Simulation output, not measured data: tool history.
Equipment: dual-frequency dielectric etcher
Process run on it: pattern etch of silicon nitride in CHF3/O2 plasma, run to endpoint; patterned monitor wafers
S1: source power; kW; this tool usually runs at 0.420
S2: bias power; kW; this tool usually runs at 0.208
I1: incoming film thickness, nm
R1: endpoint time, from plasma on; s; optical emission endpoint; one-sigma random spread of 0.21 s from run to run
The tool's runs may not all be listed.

| run | hour | S1 | S2 | I1 | R1 |
|---|---|---|---|---|---|
| 1 | 0.0 | 0.420 | 0.208 | 53.1 | 39.1 |
| 2 | 43.8 | 0.420 | 0.208 | 53.2 | 39.5 |
|  | 78.0 | wet clean of the chamber |
| 3 | 149.3 | 0.390 | 0.208 | 52.5 | 39.9 |
| 4 | 214.5 | 0.390 | 0.208 | 53.2 | 40.3 |
| 5 | 291.2 | 0.490 | 0.191 | 53.1 | 37.4 |
| 6 | 388.8 | 0.490 | 0.191 | 52.3 | 36.8 |
| 7 | 487.5 | 0.490 | 0.191 | 52.9 | 37.4 |
| 8 | 558.7 | 0.340 | 0.172 | 52.9 | 45.7 |
|  | 706.8 | wet clean of the chamber |
| 9 | 864.2 | 0.470 | 0.169 | 53.1 | 38.2 |
| 10 | 926.6 | 0.350 | 0.208 | 52.2 | 41.4 |
|  | 1009.2 | bias power generator calibrated |
| 11 | 1026.5 | 0.350 | 0.208 | 52.2 | 41.6 |
| 12 | 1133.5 | 0.350 | 0.208 | 52.4 | 42.3 |
| 13 | 1185.8 | 0.420 | 0.208 | 52.8 | 39.5 |
| 14 | 1251.5 | 0.420 | 0.221 | 52.7 | 38.9 |
|  | 1308.2 | wet clean of the chamber |
| 15 | 1321.8 | 0.420 | 0.221 | 53.0 | 37.4 |
| 16 | 1404.6 | 0.420 | 0.208 | 53.0 | 38.3 |
| 17 | 1503.1 | 0.420 | 0.208 | 52.5 | 38.5 |
| 18 | 1545.3 | 0.360 | 0.189 | 52.0 | 41.6 |
| 19 | 1596.3 | 0.370 | 0.190 | 52.5 | 41.3 |
| 20 | 1670.0 | 0.420 | 0.208 | 52.3 | 38.9 |
| 21 | 1748.4 | 0.420 | 0.208 | 52.4 | 38.9 |
|  | 1802.6 | wet clean of the chamber |
| 22 | 1851.5 | 0.390 | 0.208 | 52.9 | 40.0 |
|  | 1881.6 | upper electrode replaced |
| 23 | 1902.5 | 0.510 | 0.159 | 52.4 | 37.0 |
| 24 | 1996.4 | 0.370 | 0.231 | 53.0 | 40.9 |
|  | 2109.0 | source power generator calibrated |
| 25 | 2131.7 | 0.480 | 0.226 | 52.4 | 36.3 |
| 26 | 2213.3 | 0.450 | 0.184 | 52.4 | 39.0 |
| 27 | 2287.5 | 0.500 | 0.245 | 52.7 | 35.1 |
| 28 | 2323.6 | 0.420 | 0.243 | 52.4 | 37.9 |
| 29 | 2370.4 | 0.500 | 0.208 | 53.1 | 37.5 |
|  | 2434.0 | wet clean of the chamber |
| 30 | 2478.2 | 0.490 | 0.253 | 52.6 | 33.8 |
| 31 | 2521.9 | 0.420 | 0.188 | 52.7 | 39.0 |
| 32 | 2598.9 | 0.370 | 0.260 | 52.7 | 38.5 |
| 33 | 2705.4 | 0.390 | 0.256 | 52.2 | 38.0 |
| 34 | 2749.0 | 0.350 | 0.208 | 52.5 | 42.2 |

Run by run, hidden condition taken away, random variation retained:
The hidden state here: etch rate over this chamber's usual, %; source power that arrives over what is set, %; bias power that arrives over what is set, %.
| run | R1 |
|---|---|
| 1 | 38.2 |
| 2 | 38.5 |
| 3 | 39.5 |
| 4 | 39.7 |
| 5 | 36.6 |
| 6 | 35.9 |
| 7 | 36.2 |
| 8 | 44.1 |
| 9 | 37.9 |
| 10 | 40.9 |
| 11 | 40.8 |
| 12 | 41.2 |
| 13 | 38.3 |
| 14 | 37.6 |
| 15 | 37.4 |
| 16 | 38.1 |
| 17 | 38.0 |
| 18 | 41.0 |
| 19 | 40.5 |
| 20 | 38.0 |
| 21 | 37.8 |
| 22 | 39.6 |
| 23 | 36.5 |
| 24 | 40.0 |
| 25 | 35.2 |
| 26 | 37.6 |
| 27 | 33.7 |
| 28 | 36.3 |
| 29 | 35.7 |
| 30 | 33.6 |
| 31 | 38.7 |
| 32 | 38.0 |
| 33 | 37.1 |
| 34 | 41.2 |
